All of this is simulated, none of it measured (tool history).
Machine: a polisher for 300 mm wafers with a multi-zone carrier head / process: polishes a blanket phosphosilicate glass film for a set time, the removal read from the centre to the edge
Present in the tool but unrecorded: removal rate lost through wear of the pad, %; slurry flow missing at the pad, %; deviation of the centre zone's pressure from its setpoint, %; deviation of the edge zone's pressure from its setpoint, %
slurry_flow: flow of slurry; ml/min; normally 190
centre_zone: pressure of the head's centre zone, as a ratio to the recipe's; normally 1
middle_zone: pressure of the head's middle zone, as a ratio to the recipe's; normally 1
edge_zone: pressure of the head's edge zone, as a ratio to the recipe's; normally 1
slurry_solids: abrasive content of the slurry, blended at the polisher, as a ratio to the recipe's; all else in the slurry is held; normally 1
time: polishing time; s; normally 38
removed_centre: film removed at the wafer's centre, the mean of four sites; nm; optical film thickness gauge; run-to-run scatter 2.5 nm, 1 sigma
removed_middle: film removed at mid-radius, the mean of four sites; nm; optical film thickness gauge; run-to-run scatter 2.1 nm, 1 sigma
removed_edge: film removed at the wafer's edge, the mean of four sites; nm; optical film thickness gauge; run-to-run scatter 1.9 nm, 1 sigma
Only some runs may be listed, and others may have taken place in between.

run	hour	slurry_flow	centre_zone	middle_zone	edge_zone	slurry_solids	time	wafers since the last listed run	wafers polished on this pad	hours since the slurry nozzle was cleaned	hours since the centre zone pressure was calibrated	hours since the edge zone pressure was calibrated	hours since the carrier head's membrane was replaced	incoming thickness of the incoming film, nm	removed_centre	removed_middle	removed_edge
1	0	190	1	1	1	1	38	0	762	468.1	834.9	682.7	1914.6	4429.8	248.5	242	248.1
# hour 6.1: carrier head's membrane replaced by a new one, of another model than before
2	16.6	240	1	1	1	0.85	38	124	886	484.7	851.5	699.3	10.5	4395.1	228	222.5	225.7
# hour 25.6: worn pad replaced by a new one
3	27.8	190	0.92	0.96	0.92	1	38	77	23	495.9	862.7	710.5	21.7	4410.5	237.1	236.8	234.7
# hour 31.8: slurry nozzle cleaned
4	40.5	190	1	0.97	1	0.85	38	125	148	8.7	875.4	723.2	34.4	4530.4	222.8	213.9	223.8
5	53.4	190	1.08	1	1	1	38	138	287	21.6	888.3	736.1	47.3	4464.6	256.9	246.3	247.6
6	68.7	190	1	1	1	1	38	163	451	36.9	903.6	751.4	62.6	4443.7	247	242.3	246.7
7	78.1	250	1	1	1	0.8	29	100	551	46.3	913	760.8	72	4368.1	166.7	163.2	166.4
8	91.1	150	1	1	1	0.8	38	139	691	59.3	926	773.8	85	4484.1	198.4	195.2	204.9
# hour 97: edge zone pressure recalibrated
9	105	190	0.9	1	1	1	38	127	818	73.2	939.9	8	98.9	4387.4	227.9	239.1	250.3
# hour 127.3: worn pad replaced by a new one
10	128.1	190	0.92	0.96	0.92	1	38	204	8	96.3	963	31.1	122	4464.5	234.8	238	240.7
11	135.1	190	1	1	1.09	1	29	74	83	103.3	970	38.1	129	4516.6	185.8	183.6	200.9
12	145.8	190	1	1	1	1	34	114	198	114	980.7	48.8	139.7	4435.8	218.5	214.3	224.3
13	156.5	190	1	1	0.93	0.9	38	114	312	124.7	991.4	59.5	150.4	4518.1	227.1	227.4	221.2
# hour 175.4: centre zone pressure recalibrated
14	175.9	190	1	1	1	1	38	186	499	144.1	0.5	78.9	169.8	4500.8	238.6	243.8	248.7
15	223	215	1	1	1	1	38	504	1003	191.2	47.6	126	216.9	4413.8	239.6	249.6	252.2
# hour 240.6: worn pad replaced by a new one
16	241.1	150	1	0.91	0.91	1	27	151	5	209.3	65.7	144.1	235	4546.9	164.4	158.1	160.7
17	243	190	1.1	1	1	1	38	20	25	211.2	67.6	146	236.9	4390.3	259	239.6	249.4
18	277.3	190	1	1	1	1	38	367	392	245.5	101.9	180.3	271.2	4443.3	240	244.6	249.6
19	295.1	190	1	1	1	0.75	38	190	583	263.3	119.7	198.1	289	4378.5	193.9	194.3	196.8
20	307.1	190	1	1	1	1	38	128	712	275.3	131.7	210.1	301	4477.9	241.4	242.8	248.9

Branching from run 20: 5 alternative next runs. What would each branch give?
A	307.5	190	1	1	1.1	1	38	4	716	275.7	132.1	210.5	301.4	4392.9	?	?	?
B	307.5	135	1.1	0.89	1	1.3	38	4	716	275.7	132.1	210.5	301.4	4392.9	?	?	?
C	307.5	190	1	1	1	1	27	4	716	275.7	132.1	210.5	301.4	4392.9	?	?	?
D	307.5	190	1	1	1.07	1.2	34	4	716	275.7	132.1	210.5	301.4	4392.9	?	?	?
E	307.5	190	1	1.04	1	1	38	4	716	275.7	132.1	210.5	301.4	4392.9	?	?	?

run	removed_centre	removed_middle	removed_edge
A	244.4	242.6	261
B	276.8	249.5	270.8
C	173.7	172.4	174.8
D	243.1	241.3	255.1
E	244.5	246.7	246
Stripped of hidden state, with their random variation kept, the same runs would have yielded:
run	removed_centre	removed_middle	removed_edge
A	242.3	242.6	261
B	274.4	249.5	270.8
C	172.1	172.4	174.8
D	240.9	241.3	255.1
E	242.3	246.7	246
